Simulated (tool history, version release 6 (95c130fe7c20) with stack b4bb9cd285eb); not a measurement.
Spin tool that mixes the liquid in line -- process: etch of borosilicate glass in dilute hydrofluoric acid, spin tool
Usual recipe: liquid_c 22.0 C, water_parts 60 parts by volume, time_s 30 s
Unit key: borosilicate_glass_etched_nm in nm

| run | hour | liquid_c | water_parts | time_s | wafers since the last listed run | hours since the thermometer was replaced | hours since the hydrofluoric acid flow meter was replaced | hours since the gauge calibration | read-back film thickness of the borosilicate glass reference wafer, read on the same gauge (nm) | borosilicate_glass_etched_nm |
|---|---|---|---|---|---|---|---|---|---|---|
| 1 | 0.0 | 22.0 | 60 | 35 | 0 | 483.6 | 1456.3 | 374.0 | 90.03 | 17.42 |
| 2 | 98.3 | 22.0 | 60 | 30 | 1226 | 581.9 | 1554.6 | 472.3 | 89.95 | 14.86 |
| 3 | 191.6 | 22.0 | 60 | 30 | 1164 | 675.2 | 1647.9 | 565.6 | 90.01 | 14.61 |
| 4 | 282.6 | 22.0 | 80 | 30 | 1135 | 766.2 | 1738.9 | 656.6 | 90.00 | 10.82 |
|  | 331.5 | thermometer replaced |
| 5 | 386.4 | 22.0 | 60 | 30 | 1282 | 54.9 | 1842.7 | 760.4 | 90.01 | 15.60 |
| 6 | 460.1 | 22.0 | 60 | 30 | 919 | 128.6 | 1916.4 | 834.1 | 90.00 | 15.63 |
|  | 466.9 | hydrofluoric acid flow meter replaced |
| 7 | 535.9 | 22.0 | 60 | 30 | 933 | 204.4 | 69.0 | 909.9 | 89.99 | 14.45 |
| 8 | 606.7 | 19.5 | 60 | 30 | 883 | 275.2 | 139.8 | 980.7 | 89.99 | 13.02 |
| 9 | 651.2 | 19.5 | 60 | 30 | 555 | 319.7 | 184.3 | 1025.2 | 90.04 | 12.83 |
| 10 | 723.2 | 22.0 | 60 | 30 | 898 | 391.7 | 256.3 | 1097.2 | 90.01 | 14.47 |
| 11 | 784.3 | 22.0 | 60 | 30 | 762 | 452.8 | 317.4 | 1158.3 | 89.99 | 14.28 |
| 12 | 922.1 | 25.0 | 80 | 50 | 1719 | 590.6 | 455.2 | 1296.1 | 90.01 | 19.84 |
| 13 | 988.6 | 22.0 | 60 | 30 | 829 | 657.1 | 521.7 | 1362.6 | 90.01 | 14.26 |
| 14 | 1080.6 | 25.5 | 40 | 20 | 1148 | 749.1 | 613.7 | 1454.6 | 90.00 | 16.88 |
|  | 1094.4 | thermometer replaced |
| 15 | 1154.8 | 18.5 | 75 | 15 | 913 | 60.4 | 687.9 | 1528.8 | 89.98 | 5.07 |
| 16 | 1190.8 | 22.0 | 35 | 40 | 449 | 96.4 | 723.9 | 1564.8 | 89.99 | 35.81 |
| 17 | 1284.5 | 22.0 | 60 | 30 | 1169 | 190.1 | 817.6 | 1658.5 | 89.97 | 14.74 |
| 18 | 1322.1 | 22.0 | 70 | 30 | 469 | 227.7 | 855.2 | 1696.1 | 90.02 | 12.65 |
| 19 | 1379.0 | 24.0 | 40 | 40 | 710 | 284.6 | 912.1 | 1753.0 | 89.97 | 33.67 |
| 20 | 1419.2 | 18.5 | 60 | 50 | 501 | 324.8 | 952.3 | 1793.2 | 89.97 | 21.29 |
|  | 1478.8 | gauge calibrated |
| 21 | 1519.4 | 17.0 | 40 | 30 | 1250 | 425.0 | 1052.5 | 40.6 | 90.04 | 18.14 |
| 22 | 1669.1 | 24.5 | 75 | 45 | 1868 | 574.7 | 1202.2 | 190.3 | 90.01 | 19.45 |
| 23 | 1713.6 | 22.0 | 45 | 30 | 555 | 619.2 | 1246.7 | 234.8 | 90.02 | 19.86 |
| 24 | 1814.8 | 22.0 | 60 | 30 | 1262 | 720.4 | 1347.9 | 336.0 | 89.99 | 14.50 |
| 25 | 1879.0 | 22.0 | 60 | 30 | 801 | 784.6 | 1412.1 | 400.2 | 89.99 | 14.75 |
|  | 1891.3 | thermometer replaced |
| 26 | 1929.3 | 25.0 | 85 | 25 | 615 | 38.0 | 1462.4 | 450.5 | 90.00 | 9.87 |
| 27 | 1997.2 | 26.0 | 85 | 40 | 847 | 105.9 | 1530.3 | 518.4 | 89.99 | 16.35 |
| 28 | 2041.5 | 22.0 | 45 | 35 | 552 | 150.2 | 1574.6 | 562.7 | 90.01 | 24.32 |
| 29 | 2147.5 | 19.5 | 60 | 30 | 1322 | 256.2 | 1680.6 | 668.7 | 89.99 | 13.70 |
| 30 | 2208.8 | 22.0 | 60 | 30 | 764 | 317.5 | 1741.9 | 730.0 | 89.97 | 15.14 |
| 31 | 2313.3 | 22.0 | 75 | 30 | 1304 | 422.0 | 1846.4 | 834.5 | 90.02 | 11.96 |
| 32 | 2392.8 | 22.0 | 60 | 30 | 992 | 501.5 | 1925.9 | 914.0 | 89.99 | 15.16 |
| 33 | 2474.8 | 22.0 | 60 | 30 | 1023 | 583.5 | 2007.9 | 996.0 | 89.99 | 15.22 |

Predict each of these 4 candidate next runs independently; none follows another, all start after run 33:
| A | 2475.2 | 22.0 | 60 | 30 | 4 | 583.9 | 2008.3 | 996.4 | ? | ? |
| B | 2475.2 | 24.0 | 80 | 30 | 4 | 583.9 | 2008.3 | 996.4 | ? | ? |
| C | 2475.2 | 25.5 | 45 | 30 | 4 | 583.9 | 2008.3 | 996.4 | ? | ? |
| D | 2475.2 | 22.0 | 90 | 45 | 4 | 583.9 | 2008.3 | 996.4 | ? | ? |

| run | read-back film thickness of the borosilicate glass reference wafer, read on the same gauge (nm) | borosilicate_glass_etched_nm |
|---|---|---|
| A | 90.00 | 15.24 |
| B | 90.00 | 12.14 |
| C | 90.00 | 23.94 |
| D | 90.00 | 14.74 |
Without the tool's unlogged condition, the same runs would have read:
| run | borosilicate_glass_etched_nm |
|---|---|
| A | 14.87 |
| B | 11.80 |
| C | 23.35 |
| D | 14.33 |
